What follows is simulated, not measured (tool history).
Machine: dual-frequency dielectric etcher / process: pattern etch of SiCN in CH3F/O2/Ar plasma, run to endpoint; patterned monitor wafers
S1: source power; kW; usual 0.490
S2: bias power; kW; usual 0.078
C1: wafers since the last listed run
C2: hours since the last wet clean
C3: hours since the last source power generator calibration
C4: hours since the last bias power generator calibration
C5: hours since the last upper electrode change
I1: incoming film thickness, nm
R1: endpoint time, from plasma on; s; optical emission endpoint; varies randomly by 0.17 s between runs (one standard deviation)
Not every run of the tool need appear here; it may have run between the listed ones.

run   hour     S1     S2   C1     C2      C3      C4      C5    I1    R1
  1    0.0  0.490  0.078    0  385.1  1974.7  1994.3  3173.4  7.92  20.8
  2   17.3  0.490  0.078  191  402.4  1992.0  2011.6  3190.7  7.90  20.6
  3   27.4  0.490  0.078  111  412.5  2002.1  2021.7  3200.8  7.94  21.0
      55.2  -- bias power generator calibrated
      74.1  -- wet clean of the chamber
      77.9  -- upper electrode replaced, of another model than before
  4   78.4  0.420  0.078  267    4.3  2053.1    23.2     0.5  7.84  21.5
  5   78.7  0.490  0.078    3    4.6  2053.4    23.5     0.8  7.94  20.1
  6   79.1  0.490  0.078    4    5.0  2053.8    23.9     1.2  7.85  20.1
  7   89.3  0.490  0.078  112   15.2  2064.0    34.1    11.4  7.97  20.1
  8   95.5  0.460  0.083   68   21.4  2070.2    40.3    17.6  7.94  20.8
  9  106.2  0.490  0.078  118   32.1  2080.9    51.0    28.3  7.93  20.1
 10  113.3  0.490  0.078   78   39.2  2088.0    58.1    35.4  7.90  19.8
 11  131.1  0.490  0.078  196   57.0  2105.8    75.9    53.2  7.96  20.3
 12  141.5  0.490  0.078  114   67.4  2116.2    86.3    63.6  7.88  19.9
 13  157.6  0.490  0.078  177   83.5  2132.3   102.4    79.7  7.92  20.0
 14  167.8  0.490  0.078  112   93.7  2142.5   112.6    89.9  7.97  20.6
 15  177.2  0.440  0.078  103  103.1  2151.9   122.0    99.3  7.86  21.7
 16  184.1  0.490  0.078   76  110.0  2158.8   128.9   106.2  7.99  20.4
 17  194.5  0.490  0.078  114  120.4  2169.2   139.3   116.6  7.82  20.3
 18  207.1  0.490  0.078  139  133.0  2181.8   151.9   129.2  7.99  20.4
 19  215.3  0.450  0.069   90  141.2  2190.0   160.1   137.4  7.87  21.6
     227.4  -- source power generator calibrated
 20  227.9  0.490  0.078   95  153.8     0.5   172.7   150.0  7.92  20.5
 21  240.0  0.560  0.066  133  165.9    12.6   184.8   162.1  7.92  19.8
 22  246.5  0.530  0.078   71  172.4    19.1   191.3   168.6  7.87  19.8
 23  254.4  0.490  0.060   87  180.3    27.0   199.2   176.5  7.86  21.6
 24  270.1  0.540  0.065  173  196.0    42.7   214.9   192.2  7.96  20.6
 25  283.8  0.540  0.067  151  209.7    56.4   228.6   205.9  7.86  20.3
 26  299.7  0.390  0.072  175  225.6    72.3   244.5   221.8  7.95  23.4
 27  337.1  0.390  0.085  413  263.0   109.7   281.9   259.2  7.86  22.6
 28  352.7  0.380  0.066  172  278.6   125.3   297.5   274.8  7.86  24.3
 29  365.3  0.490  0.078  139  291.2   137.9   310.1   287.4  7.90  20.8
 30  379.0  0.490  0.066  151  304.9   151.6   323.8   301.1  7.96  21.5
 31  389.5  0.490  0.090  115  315.4   162.1   334.3   311.6  7.91  20.3
 32  416.9  0.540  0.098  302  342.8   189.5   361.7   339.0  7.93  19.0
 33  425.9  0.380  0.070   99  351.8   198.5   370.7   348.0  7.97  24.8
 34  434.3  0.490  0.078   92  360.2   206.9   379.1   356.4  7.93  21.1
 35  441.5  0.490  0.078   79  367.4   214.1   386.3   363.6  7.92  21.1
 36  454.8  0.490  0.089  146  380.7   227.4   399.6   376.9  7.91  20.3

A few steps of R1 between consecutive runs. Split each: what settings, incoming material and random variation would produce without the hidden state, and what is left over for the hidden state, along with gauge scatter present in only one of the two compared results (measured, and without hidden state):
Hidden conditions of the tool in this case: etch rate over this chamber's usual, %; source power that arrives over what is set, %; bias power that arrives over what is set, %.
Run 3 -> 4: S1 0.490 -> 0.420, bias power generator calibrated, wet clean of the chamber, upper electrode replaced, of another model than before. R1 +0.5 s: hidden state -0.7, all else +1.2.
Run 25 -> 26: S1 0.540 -> 0.390, S2 0.067 -> 0.072. R1 +3.1 s: hidden state +0.2, all else +2.9.
Run 28 -> 29: S1 0.380 -> 0.490, S2 0.066 -> 0.078. R1 -3.5 s: hidden state -0.1, all else -3.4.
Run 32 -> 33: S1 0.540 -> 0.380, S2 0.098 -> 0.070. R1 +5.8 s: hidden state +0.2, all else +5.6.
Run 33 -> 34: S1 0.380 -> 0.490, S2 0.070 -> 0.078. R1 -3.7 s: hidden state -0.1, all else -3.6.
